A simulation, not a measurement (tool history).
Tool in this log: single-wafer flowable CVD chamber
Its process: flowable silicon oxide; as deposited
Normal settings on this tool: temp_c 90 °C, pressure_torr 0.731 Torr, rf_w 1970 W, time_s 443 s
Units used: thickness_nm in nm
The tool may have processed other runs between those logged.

run	hour	temp_c	pressure_torr	rf_w	time_s	wafers since the last listed run	hours since the last thermocouple change	hours since the last RF generator calibration	hours since the last manometer calibration	hours since the showerhead was replaced	hours since the gauge calibration	read-back reference wafer on the same gauge, thickness_nm	thickness_nm
1	0	90	0.731	1970	443	0	1041.1	1036.6	720.3	2929.4	974.8	389.556	334.125
# hour 24.2: gauge calibrated
2	55.8	90	0.731	1970	443	295	1096.9	1092.4	776.1	2985.2	31.6	389.988	336.958
3	91.8	90	0.731	1970	443	190	1132.9	1128.4	812.1	3021.2	67.6	390.055	338.226
4	126.7	90	0.731	1970	443	184	1167.8	1163.3	847	3056.1	102.5	389.922	335.799
5	154.8	90	0.731	1970	443	148	1195.9	1191.4	875.1	3084.2	130.6	389.884	341.4
6	216.5	90	0.731	1970	443	326	1257.6	1253.1	936.8	3145.9	192.3	389.929	340.892
7	286.6	90	0.731	1970	443	370	1327.7	1323.2	1006.9	3216	262.4	390.209	344.311
8	342	90	0.731	1970	443	292	1383.1	1378.6	1062.3	3271.4	317.8	389.929	342.909
# hour 365.4: capacitance manometer re-zeroed and calibrated
9	412	90	0.731	1970	443	327	1453.1	1448.6	46.6	3341.4	387.8	389.858	362.145
# hour 451.4: thermocouple changed; heater temperature recalibrated
10	451.9	90	0.731	1970	443	168	0.5	1488.5	86.5	3381.3	427.7	389.973	357.102
# hour 494.7: showerhead replaced
11	504.1	90	0.731	1970	443	233	52.7	1540.7	138.7	9.4	479.9	389.671	357.118
12	531.2	90	0.555	1760	377	143	79.8	1567.8	165.8	36.5	507	389.895	225.787
# hour 590.1: capacitance manometer re-zeroed and calibrated, repeated, since the last time left the tool worse
13	596.6	90	0.822	1970	507	303	145.2	1633.2	6.5	101.9	572.4	390.184	420.636
14	621.7	90	0.731	1970	443	132	170.3	1658.3	31.6	127	597.5	390.317	324.023
# hour 674.3: RF generator calibrated
15	674.8	90	0.731	1970	443	238	223.4	0.5	84.7	180.1	650.6	390.078	325.759
# hour 846.3: gauge calibrated
16	848.3	90	0.836	2125	443	917	396.9	174	258.2	353.6	2	389.825	377.315
17	919.6	90	0.822	1970	507	377	468.2	245.3	329.5	424.9	73.3	390.024	418.901
18	967.1	90	0.682	1825	512	251	515.7	292.8	377	472.4	120.8	390.029	347.07
19	1015.4	90	0.652	1970	530	255	564	341.1	425.3	520.7	169.1	389.869	350.191

The next listed run, before its measurement:
20	1052.5	90	0.905	1745	380	196	601.1	378.2	462.4	557.8	206.2	?	?

Run 20 gave read-back reference wafer on the same gauge, thickness_nm 389.99, thickness_nm 343.399 nm.
With no hidden state in the tool, this same run would have given thickness_nm 339.257 nm.
